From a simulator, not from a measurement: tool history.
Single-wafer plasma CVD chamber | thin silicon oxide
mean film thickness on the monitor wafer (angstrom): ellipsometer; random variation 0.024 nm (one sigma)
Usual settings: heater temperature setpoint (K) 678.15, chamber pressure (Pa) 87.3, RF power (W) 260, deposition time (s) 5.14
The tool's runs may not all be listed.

run     day  heater temperature setpoint (K)  chamber pressure (Pa)  RF power (W)  deposition time (s)  wafers since the last listed run  hours since the last thermocouple change  hours since the last RF generator calibration  hours since the last manometer calibration  hours since the showerhead was replaced  hours since the gauge calibration  read-back reference wafer on the same gauge, thickness_nm  mean film thickness on the monitor wafer (angstrom)
  1   0.000                           678.15                  103.2           260                 5.14                                 0                                    1002.9                                         1326.9                                      1963.9                                   3502.9                              537.7                                                      6.433                                                77.11
  2   1.133                           678.15                  103.2           260                 5.14                               850                                    1030.1                                         1354.1                                      1991.1                                   3530.1                              564.9                                                      6.428                                                77.28
  3   2.571                           678.15                   87.3           260                 5.46                              1078                                    1064.6                                         1388.6                                      2025.6                                   3564.6                              599.4                                                      6.432                                                70.59
  4   4.725                           678.15                   87.3           260                 5.46                              1615                                    1116.3                                         1440.3                                      2077.3                                   3616.3                              651.1                                                      6.434                                                71.22
  5   7.692                           678.15                   87.3           260                 5.46                              2225                                    1187.5                                         1511.5                                      2148.5                                   3687.5                              722.3                                                      6.424                                                70.52
  6   9.046                           678.15                   87.3           260                 5.14                              1015                                    1220.0                                         1544.0                                      2181.0                                   3720.0                              754.8                                                      6.429                                                66.90
  7  10.062                           678.15                   87.3           260                 5.14                               762                                    1244.4                                         1568.4                                      2205.4                                   3744.4                              779.2                                                      6.424                                                66.11
     11.650  -- gauge calibrated
  8  12.038                           678.15                   87.3           260                 5.14                              1481                                    1291.8                                         1615.8                                      2252.8                                   3791.8                                9.3                                                      6.428                                                66.66
     13.362  -- showerhead replaced
  9  14.942                           678.15                   87.3           260                 5.14                              1928                                    1361.5                                         1685.5                                      2322.5                                     37.9                               79.0                                                      6.424                                                66.12
 10  16.454                           678.15                   87.3           260                 4.93                              1134                                    1397.8                                         1721.8                                      2358.8                                     74.2                              115.3                                                      6.423                                                63.95
 11  19.179                           678.15                   87.3           260                 4.93                              2043                                    1463.2                                         1787.2                                      2424.2                                    139.6                              180.7                                                      6.431                                                64.04
 12  21.254                           678.15                   87.3           285                 5.14                              1556                                    1513.0                                         1837.0                                      2474.0                                    189.4                              230.5                                                      6.432                                                68.84
 13  22.875                           678.15                  102.3           260                 5.14                              1215                                    1551.9                                         1875.9                                      2512.9                                    228.3                              269.4                                                      6.424                                                76.06
 14  25.471                           678.15                   87.3           240                 5.14                              1946                                    1614.2                                         1938.2                                      2575.2                                    290.6                              331.7                                                      6.423                                                64.28
 15  27.579                           678.15                  100.4           260                 5.14                              1581                                    1664.8                                         1988.8                                      2625.8                                    341.2                              382.3                                                      6.427                                                75.07
 16  30.371                           678.15                   78.5           285                 5.14                              2093                                    1731.8                                         2055.8                                      2692.8                                    408.2                              449.3                                                      6.433                                                62.66
     30.821  -- capacitance manometer re-zeroed and calibrated
 17  31.754                           685.15                   87.3           260                 5.64                               787                                    1765.0                                         2089.0                                        22.4                                    441.4                              482.5                                                      6.429                                                72.73

Run 18 comes next. What will it give?
 18  33.671                           678.15                   87.3           260                 5.14                              1437                                    1811.0                                         2135.0                                        68.4                                    487.4                              528.5                                                          ?                                                    ?

{"run 18": {"read-back reference wafer on the same gauge, thickness_nm": 6.43, "mean film thickness on the monitor wafer (angstrom)": 66.56}}
Without the tool's hidden state the same run would have given mean film thickness on the monitor wafer (angstrom) 68.07.

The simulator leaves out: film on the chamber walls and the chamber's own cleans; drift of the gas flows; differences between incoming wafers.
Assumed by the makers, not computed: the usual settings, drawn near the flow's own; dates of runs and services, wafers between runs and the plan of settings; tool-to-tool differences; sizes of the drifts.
